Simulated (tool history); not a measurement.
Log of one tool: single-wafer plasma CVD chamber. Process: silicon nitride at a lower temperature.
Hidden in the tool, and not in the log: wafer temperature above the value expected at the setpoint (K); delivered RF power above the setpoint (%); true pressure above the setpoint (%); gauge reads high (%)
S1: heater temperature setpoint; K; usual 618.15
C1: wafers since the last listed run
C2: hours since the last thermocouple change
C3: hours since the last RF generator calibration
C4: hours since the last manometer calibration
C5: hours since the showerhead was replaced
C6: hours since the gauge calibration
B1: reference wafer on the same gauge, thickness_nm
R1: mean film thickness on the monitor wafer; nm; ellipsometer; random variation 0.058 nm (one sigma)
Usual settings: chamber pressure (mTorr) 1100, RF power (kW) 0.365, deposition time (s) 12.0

run 1 day=0.000 | S1=618.15 chamber_pressure_(mTorr)=1100 RF_power_(kW)=0.365 deposition_time_(s)=12.0 | C1=0 C2=996.9 C3=468.0 C4=920.1 C5=1872.8 C6=528.0 | B1=16.997 | R1=14.642
run 2 day=4.429 | S1=618.15 chamber_pressure_(mTorr)=1100 RF_power_(kW)=0.365 deposition_time_(s)=12.0 | C1=3287 C2=1103.2 C3=574.3 C4=1026.4 C5=1979.1 C6=634.3 | B1=17.017 | R1=14.766
run 3 day=6.608 | S1=618.15 chamber_pressure_(mTorr)=1100 RF_power_(kW)=0.365 deposition_time_(s)=12.0 | C1=1617 C2=1155.5 C3=626.6 C4=1078.7 C5=2031.4 C6=686.6 | B1=16.993 | R1=14.647
run 4 day=9.721 | S1=622.15 chamber_pressure_(mTorr)=1100 RF_power_(kW)=0.365 deposition_time_(s)=12.0 | C1=2309 C2=1230.2 C3=701.3 C4=1153.4 C5=2106.1 C6=761.3 | B1=17.026 | R1=14.671
run 5 day=13.429 | S1=622.15 chamber_pressure_(mTorr)=1100 RF_power_(kW)=0.365 deposition_time_(s)=12.0 | C1=2752 C2=1319.2 C3=790.3 C4=1242.4 C5=2195.1 C6=850.3 | B1=17.010 | R1=14.720
run 6 day=17.662 | S1=618.15 chamber_pressure_(mTorr)=1100 RF_power_(kW)=0.365 deposition_time_(s)=12.0 | C1=3141 C2=1420.8 C3=891.9 C4=1344.0 C5=2296.7 C6=951.9 | B1=17.009 | R1=14.725
run 7 day=22.129 | S1=618.15 chamber_pressure_(mTorr)=1100 RF_power_(kW)=0.365 deposition_time_(s)=12.0 | C1=3315 C2=1528.0 C3=999.1 C4=1451.2 C5=2403.9 C6=1059.1 | B1=16.959 | R1=14.591
run 8 day=25.912 | S1=618.15 chamber_pressure_(mTorr)=1100 RF_power_(kW)=0.365 deposition_time_(s)=12.0 | C1=2807 C2=1618.8 C3=1089.9 C4=1542.0 C5=2494.7 C6=1149.9 | B1=17.013 | R1=14.772
-- day=29.162 showerhead replaced
run 9 day=30.008 | S1=618.15 chamber_pressure_(mTorr)=1100 RF_power_(kW)=0.365 deposition_time_(s)=12.0 | C1=2792 C2=1717.1 C3=1188.2 C4=1640.3 C5=20.3 C6=1248.2 | B1=16.989 | R1=14.673
run 10 day=33.983 | S1=618.15 chamber_pressure_(mTorr)=1100 RF_power_(kW)=0.365 deposition_time_(s)=12.0 | C1=2950 C2=1812.5 C3=1283.6 C4=1735.7 C5=115.7 C6=1343.6 | B1=17.008 | R1=14.593
run 11 day=36.308 | S1=618.15 chamber_pressure_(mTorr)=1100 RF_power_(kW)=0.365 deposition_time_(s)=12.0 | C1=1725 C2=1868.3 C3=1339.4 C4=1791.5 C5=171.5 C6=1399.4 | B1=16.997 | R1=14.717
run 12 day=38.988 | S1=624.15 chamber_pressure_(mTorr)=990 RF_power_(kW)=0.365 deposition_time_(s)=12.0 | C1=1988 C2=1932.6 C3=1403.7 C4=1855.8 C5=235.8 C6=1463.7 | B1=16.988 | R1=14.074
run 13 day=42.442 | S1=624.15 chamber_pressure_(mTorr)=990 RF_power_(kW)=0.365 deposition_time_(s)=12.0 | C1=2563 C2=2015.5 C3=1486.6 C4=1938.7 C5=318.7 C6=1546.6 | B1=17.017 | R1=14.073
run 14 day=46.579 | S1=607.15 chamber_pressure_(mTorr)=1240 RF_power_(kW)=0.405 deposition_time_(s)=10.6 | C1=3070 C2=2114.8 C3=1585.9 C4=2038.0 C5=418.0 C6=1645.9 | B1=17.024 | R1=13.983
-- day=49.033 thermocouple changed; heater temperature recalibrated
-- day=49.233 gauge calibrated
run 15 day=49.517 | S1=608.15 chamber_pressure_(mTorr)=1000 RF_power_(kW)=0.400 deposition_time_(s)=9.9 | C1=1932 C2=11.6 C3=1656.4 C4=2108.5 C5=488.5 C6=6.8 | B1=17.016 | R1=12.098
run 16 day=53.104 | S1=618.15 chamber_pressure_(mTorr)=1250 RF_power_(kW)=0.320 deposition_time_(s)=12.0 | C1=2662 C2=97.7 C3=1742.5 C4=2194.6 C5=574.6 C6=92.9 | B1=17.000 | R1=14.340
run 17 day=57.542 | S1=623.15 chamber_pressure_(mTorr)=1200 RF_power_(kW)=0.415 deposition_time_(s)=12.8 | C1=3293 C2=204.2 C3=1849.0 C4=2301.1 C5=681.1 C6=199.4 | B1=17.000 | R1=16.735
-- day=62.171 RF generator calibrated
run 18 day=62.192 | S1=618.15 chamber_pressure_(mTorr)=1100 RF_power_(kW)=0.365 deposition_time_(s)=12.0 | C1=3203 C2=315.8 C3=0.5 C4=2412.7 C5=792.7 C6=311.0 | B1=17.013 | R1=14.412
run 19 day=63.804 | S1=607.15 chamber_pressure_(mTorr)=1360 RF_power_(kW)=0.405 deposition_time_(s)=12.0 | C1=1196 C2=354.5 C3=39.2 C4=2451.4 C5=831.4 C6=349.7 | B1=16.999 | R1=16.149
-- day=64.988 capacitance manometer re-zeroed and calibrated
run 20 day=76.846 | S1=608.15 chamber_pressure_(mTorr)=1100 RF_power_(kW)=0.365 deposition_time_(s)=12.0 | C1=9431 C2=667.5 C3=352.2 C4=284.6 C5=1144.4 C6=662.7 | B1=16.996 | R1=14.854
run 21 day=80.308 | S1=632.15 chamber_pressure_(mTorr)=1100 RF_power_(kW)=0.365 deposition_time_(s)=9.8 | C1=2569 C2=750.6 C3=435.3 C4=367.7 C5=1227.5 C6=745.8 | B1=17.017 | R1=11.982
run 22 day=82.804 | S1=623.15 chamber_pressure_(mTorr)=1100 RF_power_(kW)=0.365 deposition_time_(s)=12.0 | C1=1852 C2=810.5 C3=495.2 C4=427.6 C5=1287.4 C6=805.7 | B1=17.000 | R1=14.753
run 23 day=85.304 | S1=618.15 chamber_pressure_(mTorr)=1100 RF_power_(kW)=0.435 deposition_time_(s)=10.7 | C1=1855 C2=870.5 C3=555.2 C4=487.6 C5=1347.4 C6=865.7 | B1=17.003 | R1=14.111
run 24 day=87.854 | S1=618.15 chamber_pressure_(mTorr)=940 RF_power_(kW)=0.365 deposition_time_(s)=12.0 | C1=1892 C2=931.7 C3=616.4 C4=548.8 C5=1408.6 C6=926.9 | B1=17.029 | R1=14.079
run 25 day=91.142 | S1=624.15 chamber_pressure_(mTorr)=990 RF_power_(kW)=0.365 deposition_time_(s)=12.0 | C1=2439 C2=1010.6 C3=695.3 C4=627.7 C5=1487.5 C6=1005.8 | B1=16.996 | R1=14.175
run 26 day=94.867 | S1=632.15 chamber_pressure_(mTorr)=1100 RF_power_(kW)=0.365 deposition_time_(s)=13.2 | C1=2764 C2=1100.0 C3=784.7 C4=717.1 C5=1576.9 C6=1095.2 | B1=17.016 | R1=16.183
run 27 day=97.338 | S1=606.15 chamber_pressure_(mTorr)=950 RF_power_(kW)=0.300 deposition_time_(s)=9.7 | C1=1833 C2=1159.3 C3=844.0 C4=776.4 C5=1636.2 C6=1154.5 | B1=16.978 | R1=10.598
run 28 day=100.675 | S1=631.15 chamber_pressure_(mTorr)=1100 RF_power_(kW)=0.320 deposition_time_(s)=12.0 | C1=2476 C2=1239.4 C3=924.1 C4=856.5 C5=1716.3 C6=1234.6 | B1=16.998 | R1=13.982
run 29 day=104.262 | S1=618.15 chamber_pressure_(mTorr)=1100 RF_power_(kW)=0.365 deposition_time_(s)=12.0 | C1=2662 C2=1325.5 C3=1010.2 C4=942.6 C5=1802.4 C6=1320.7 | B1=17.012 | R1=14.865

Forecast each of these 3 alternatives for the next run:
run A day=104.279 | S1=618.15 chamber_pressure_(mTorr)=1100 RF_power_(kW)=0.365 deposition_time_(s)=9.7 | C1=12 C2=1325.9 C3=1010.6 C4=943.0 C5=1802.8 C6=1321.1 | B1=? | R1=?
run B day=104.279 | S1=618.15 chamber_pressure_(mTorr)=860 RF_power_(kW)=0.385 deposition_time_(s)=13.8 | C1=12 C2=1325.9 C3=1010.6 C4=943.0 C5=1802.8 C6=1321.1 | B1=? | R1=?
run C day=104.279 | S1=610.15 chamber_pressure_(mTorr)=1100 RF_power_(kW)=0.365 deposition_time_(s)=9.8 | C1=12 C2=1325.9 C3=1010.6 C4=943.0 C5=1802.8 C6=1321.1 | B1=? | R1=?

run=A B1=16.964 R1=11.899
run=B B1=16.964 R1=15.947
run=C B1=16.964 R1=12.062
Without the tool's hidden state the same runs would have given:
run=A R1=11.934
run=B R1=15.998
run=C R1=12.097
